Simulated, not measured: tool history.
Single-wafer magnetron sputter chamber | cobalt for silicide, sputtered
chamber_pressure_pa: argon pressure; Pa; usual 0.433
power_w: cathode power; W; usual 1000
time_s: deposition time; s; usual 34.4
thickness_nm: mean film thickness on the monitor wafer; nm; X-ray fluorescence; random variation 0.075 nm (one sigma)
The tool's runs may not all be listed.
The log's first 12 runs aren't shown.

run	hour	chamber_pressure_pa	power_w	time_s	read-back reference wafer on the same gauge, thickness_nm	thickness_nm
13	161.9	0.534	1000	34.4	15.699	15.027
14	178.5	0.534	1000	34.4	15.703	15.049
15	186.3	0.433	1000	34.4	15.709	15.694
16	200	0.433	1000	34.4	15.693	15.722
17	213.6	0.433	750	40.4	15.682	14.381
18	243.6	0.433	1000	34.4	15.689	15.592
19	251.1	0.433	1000	34.4	15.703	15.711
20	263.2	0.53	1200	30.4	15.699	15.724
21	273	0.6	1000	29.4	15.717	12.588
22	283.1	0.6	1100	41.1	15.683	19.17
# hour 295.4: sputter target and shields replaced
23	295.9	0.433	1000	34.4	15.715	15.912
# hour 300: gauge calibrated
# hour 318.8: capacitance manometer re-zeroed and calibrated
# hour 325.6: magnet pack replaced
24	329.3	0.433	750	40.4	15.675	14.442
25	345.2	0.433	1000	34.4	15.689	15.735
26	357.2	0.572	750	37.4	15.705	12.588
27	380.1	0.531	1000	29.4	15.678	12.895
28	390.7	0.433	1000	34.4	15.692	15.746
29	398.7	0.566	1000	34.4	15.7	14.935
30	415.3	0.433	1000	34.4	15.697	15.746
31	425.4	0.282	750	30.8	15.719	11.747
32	439.9	0.433	1150	32.4	15.713	16.852
33	453.1	0.433	850	34.4	15.705	13.627
34	464.1	0.433	1000	39.4	15.707	17.96

5 ways to go on from here, each from the tool as it stands after run 34. What would each give?
A	464.5	0.279	1000	34.4	?	?
B	464.5	0.433	1100	30.8	?	?
C	464.5	0.264	1100	34.4	?	?
D	464.5	0.51	1000	34.4	?	?
E	464.5	0.433	1100	34.4	?	?

run	read-back reference wafer on the same gauge, thickness_nm	thickness_nm
A	15.676	16.691
B	15.676	15.252
C	15.676	18.276
D	15.676	15.171
E	15.676	17.035
Without the tool's hidden state the same runs would have given:
run	thickness_nm
A	16.691
B	15.252
C	18.276
D	15.171
E	17.035
